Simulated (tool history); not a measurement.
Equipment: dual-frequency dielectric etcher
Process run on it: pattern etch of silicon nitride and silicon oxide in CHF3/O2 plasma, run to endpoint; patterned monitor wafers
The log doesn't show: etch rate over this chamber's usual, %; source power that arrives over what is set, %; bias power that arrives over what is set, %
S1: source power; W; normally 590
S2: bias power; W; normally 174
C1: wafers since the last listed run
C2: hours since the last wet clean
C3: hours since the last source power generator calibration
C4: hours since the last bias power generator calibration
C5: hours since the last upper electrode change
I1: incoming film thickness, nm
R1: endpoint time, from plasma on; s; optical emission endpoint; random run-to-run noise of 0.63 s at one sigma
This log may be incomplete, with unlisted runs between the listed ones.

| run | hour | S1 | S2 | C1 | C2 | C3 | C4 | C5 | I1 | R1 |
|---|---|---|---|---|---|---|---|---|---|---|
| 1 | 0.0 | 590 | 200 | 0 | 603.6 | 4860.3 | 4115.3 | 1870.4 | 288.3 | 203.2 |
| 2 | 11.7 | 590 | 145 | 87 | 615.3 | 4872.0 | 4127.0 | 1882.1 | 289.2 | 231.4 |
|  | 38.9 | wet clean of the chamber |
| 3 | 39.4 | 590 | 145 | 27 | 0.5 | 4899.7 | 4154.7 | 1909.8 | 290.0 | 226.0 |
| 4 | 39.8 | 590 | 145 | 3 | 0.9 | 4900.1 | 4155.1 | 1910.2 | 290.7 | 225.4 |
| 5 | 40.1 | 620 | 190 | 2 | 1.2 | 4900.4 | 4155.4 | 1910.5 | 293.6 | 202.7 |
| 6 | 45.9 | 640 | 174 | 43 | 7.0 | 4906.2 | 4161.2 | 1916.3 | 292.0 | 206.9 |
| 7 | 55.5 | 640 | 174 | 72 | 16.6 | 4915.8 | 4170.8 | 1925.9 | 291.3 | 204.1 |
| 8 | 63.8 | 590 | 174 | 62 | 24.9 | 4924.1 | 4179.1 | 1934.2 | 290.4 | 209.9 |
| 9 | 73.4 | 590 | 174 | 72 | 34.5 | 4933.7 | 4188.7 | 1943.8 | 289.8 | 211.4 |
| 10 | 89.8 | 590 | 174 | 123 | 50.9 | 4950.1 | 4205.1 | 1960.2 | 290.7 | 212.9 |
|  | 97.8 | bias power generator calibrated |
| 11 | 99.3 | 590 | 198 | 41 | 60.4 | 4959.6 | 1.5 | 1969.7 | 291.4 | 202.6 |
| 12 | 139.1 | 590 | 174 | 298 | 100.2 | 4999.4 | 41.3 | 2009.5 | 290.8 | 213.1 |
|  | 171.3 | upper electrode replaced |
| 13 | 171.8 | 710 | 213 | 65 | 132.9 | 5032.1 | 74.0 | 0.5 | 289.0 | 182.8 |
| 14 | 172.2 | 620 | 190 | 3 | 133.3 | 5032.5 | 74.4 | 0.9 | 288.5 | 199.7 |
| 15 | 177.8 | 500 | 196 | 42 | 138.9 | 5038.1 | 80.0 | 6.5 | 289.4 | 212.7 |
| 16 | 190.4 | 590 | 174 | 94 | 151.5 | 5050.7 | 92.6 | 19.1 | 287.7 | 210.4 |
| 17 | 208.0 | 500 | 132 | 132 | 169.1 | 5068.3 | 110.2 | 36.7 | 287.5 | 248.4 |
| 18 | 218.4 | 590 | 218 | 78 | 179.5 | 5078.7 | 120.6 | 47.1 | 289.2 | 193.3 |
| 19 | 236.2 | 700 | 200 | 133 | 197.3 | 5096.5 | 138.4 | 64.9 | 292.2 | 192.5 |
| 20 | 253.7 | 590 | 131 | 131 | 214.8 | 5114.0 | 155.9 | 82.4 | 289.0 | 237.3 |
|  | 265.8 | source power generator calibrated |
| 21 | 266.3 | 530 | 131 | 64 | 227.4 | 0.5 | 168.5 | 95.0 | 290.6 | 248.3 |
| 22 | 271.9 | 720 | 174 | 42 | 233.0 | 6.1 | 174.1 | 100.6 | 287.6 | 197.2 |
| 23 | 288.6 | 590 | 141 | 125 | 249.7 | 22.8 | 190.8 | 117.3 | 292.2 | 233.1 |
| 24 | 298.6 | 510 | 198 | 75 | 259.7 | 32.8 | 200.8 | 127.3 | 290.7 | 214.5 |
| 25 | 311.5 | 590 | 174 | 96 | 272.6 | 45.7 | 213.7 | 140.2 | 291.0 | 215.2 |
| 26 | 318.0 | 500 | 132 | 48 | 279.1 | 52.2 | 220.2 | 146.7 | 285.4 | 248.8 |
| 27 | 327.9 | 660 | 131 | 74 | 289.0 | 62.1 | 230.1 | 156.6 | 288.6 | 227.8 |
| 28 | 336.8 | 590 | 131 | 66 | 297.9 | 71.0 | 239.0 | 165.5 | 292.9 | 240.9 |
| 29 | 345.8 | 590 | 145 | 67 | 306.9 | 80.0 | 248.0 | 174.5 | 291.9 | 231.3 |
| 30 | 353.8 | 460 | 134 | 60 | 314.9 | 88.0 | 256.0 | 182.5 | 289.1 | 257.6 |
| 31 | 360.9 | 590 | 200 | 53 | 322.0 | 95.1 | 263.1 | 189.6 | 290.9 | 203.5 |
| 32 | 368.1 | 510 | 198 | 54 | 329.2 | 102.3 | 270.3 | 196.8 | 288.6 | 213.4 |
| 33 | 380.4 | 590 | 174 | 92 | 341.5 | 114.6 | 282.6 | 209.1 | 287.7 | 212.2 |
| 34 | 389.9 | 510 | 197 | 71 | 351.0 | 124.1 | 292.1 | 218.6 | 291.7 | 216.0 |
| 35 | 403.9 | 590 | 174 | 105 | 365.0 | 138.1 | 306.1 | 232.6 | 293.5 | 218.2 |
| 36 | 412.5 | 690 | 217 | 64 | 373.6 | 146.7 | 314.7 | 241.2 | 287.8 | 185.2 |

Each row is a separate what-if for the run after 36, all from the same tool condition, not one after another. Results?
| A | 413.0 | 590 | 202 | 3 | 374.1 | 147.2 | 315.2 | 241.7 | 288.0 | ? |
| B | 413.0 | 670 | 203 | 3 | 374.1 | 147.2 | 315.2 | 241.7 | 288.0 | ? |
| C | 413.0 | 530 | 147 | 3 | 374.1 | 147.2 | 315.2 | 241.7 | 288.0 | ? |

| run | R1 |
|---|---|
| A | 201.4 |
| B | 192.5 |
| C | 236.8 |
Stripped of hidden state, with their random variation kept, the same runs would have yielded:
| run | R1 |
|---|---|
| A | 195.9 |
| B | 187.2 |
| C | 230.3 |
